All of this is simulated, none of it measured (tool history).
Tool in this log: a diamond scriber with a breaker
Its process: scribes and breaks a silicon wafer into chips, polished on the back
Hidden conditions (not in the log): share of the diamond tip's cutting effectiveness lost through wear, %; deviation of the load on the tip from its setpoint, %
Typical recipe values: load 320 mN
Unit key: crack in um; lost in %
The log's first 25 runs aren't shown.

run	hour	load	wafers since the last listed run	hours since the diamond tip was replaced	hours since the load on the tip was calibrated	incoming depth of the damage left on the back of the incoming wafer, um	crack	lost
26	2319.6	286	392	427.3	619.5	0.03	7.33	0.92
27	2427.2	360	444	534.9	727.1	0.02	8	0.7
28	2475.3	320	198	583	775.2	0.02	7.59	0.71
# hour 2497.9: load on the tip recalibrated
29	2540.2	245	259	647.9	42.3	0.04	6.7	2.7
30	2642.7	288	423	750.4	144.8	0.05	6.96	1.47
31	2703.3	395	250	811	205.4	0.02	7.85	0.63
32	2767.6	320	265	875.3	269.7	0.01	7.12	1.19
33	2804.4	233	151	912.1	306.5	0.03	6.46	3.32
34	2857.2	389	217	964.9	359.3	0.03	7.74	0.65

Branching from run 34: 4 alternative next runs. What would each branch give?
A	2857.8	383	2	965.5	359.9	0.02	?	?
B	2857.8	281	2	965.5	359.9	0.02	?	?
C	2857.8	279	2	965.5	359.9	0.02	?	?
D	2857.8	402	2	965.5	359.9	0.02	?	?

run	crack	lost
A	7.57	0.67
B	6.75	2.05
C	6.73	2.11
D	7.71	0.69
Without the tool's hidden state the same runs would have given:
run	crack	lost
A	8.15	1.12
B	7.27	0.88
C	7.25	0.9
D	8.3	1.41
